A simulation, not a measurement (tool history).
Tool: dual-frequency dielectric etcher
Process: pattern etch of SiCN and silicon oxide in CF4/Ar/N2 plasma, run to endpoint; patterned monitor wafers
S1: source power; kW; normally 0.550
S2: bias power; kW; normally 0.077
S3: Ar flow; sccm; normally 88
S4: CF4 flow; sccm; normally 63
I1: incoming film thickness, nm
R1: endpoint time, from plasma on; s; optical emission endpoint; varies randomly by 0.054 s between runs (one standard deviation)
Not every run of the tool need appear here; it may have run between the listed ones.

run	hour	S1	S2	S3	S4	I1	R1
1	0.0	0.550	0.077	88	63	14.59	13.5
2	30.0	0.550	0.072	88	57	14.48	14.1
3	101.8	0.620	0.077	105	71	14.58	12.8
# hour 153.7: wet clean of the chamber
4	167.9	0.610	0.069	88	55	14.67	13.7
# hour 245.4: CF4 flow controller replaced
# hour 256.0: upper electrode replaced, of another model than before
5	256.5	0.550	0.091	107	51	14.53	12.8
6	297.3	0.600	0.065	103	50	14.57	15.1
7	334.9	0.550	0.077	88	63	14.48	13.3
8	372.8	0.550	0.061	88	49	14.78	16.7
9	443.4	0.490	0.087	88	63	14.66	13.8
# hour 476.0: Ar flow controller replaced
10	485.8	0.620	0.061	88	50	14.58	15.0
11	549.6	0.550	0.095	88	63	14.70	11.8
# hour 584.8: bias power generator calibrated
12	602.4	0.660	0.077	88	63	14.59	11.8
13	644.7	0.550	0.077	78	63	14.69	13.6
# hour 701.4: wet clean of the chamber
14	701.9	0.640	0.077	88	63	14.64	12.1
15	713.2	0.550	0.077	88	63	14.74	13.8
16	851.6	0.590	0.077	88	63	14.63	13.0
17	911.8	0.670	0.068	110	78	14.68	12.8
18	965.8	0.550	0.077	105	63	14.64	14.2
19	993.1	0.550	0.077	88	63	14.60	13.6
20	1049.1	0.550	0.072	88	57	14.73	14.7
21	1094.4	0.550	0.077	68	73	14.61	12.9
# hour 1140.4: wet clean of the chamber
22	1193.8	0.600	0.060	104	63	14.59	15.7
23	1249.9	0.550	0.077	88	63	14.63	13.7
24	1286.2	0.550	0.077	88	63	14.68	13.8
25	1337.9	0.440	0.077	88	52	14.51	16.8

Here are 3 independent what-if runs from the current tool condition. What would each one return?
A	1338.3	0.550	0.077	88	63	14.73	?
B	1338.3	0.490	0.077	67	72	14.73	?
C	1338.3	0.550	0.062	73	63	14.73	?

run	R1
A	13.8
B	14.2
C	15.4
Without the tool's unlogged condition, the same runs would have read:
run	R1
A	13.9
B	14.3
C	15.5

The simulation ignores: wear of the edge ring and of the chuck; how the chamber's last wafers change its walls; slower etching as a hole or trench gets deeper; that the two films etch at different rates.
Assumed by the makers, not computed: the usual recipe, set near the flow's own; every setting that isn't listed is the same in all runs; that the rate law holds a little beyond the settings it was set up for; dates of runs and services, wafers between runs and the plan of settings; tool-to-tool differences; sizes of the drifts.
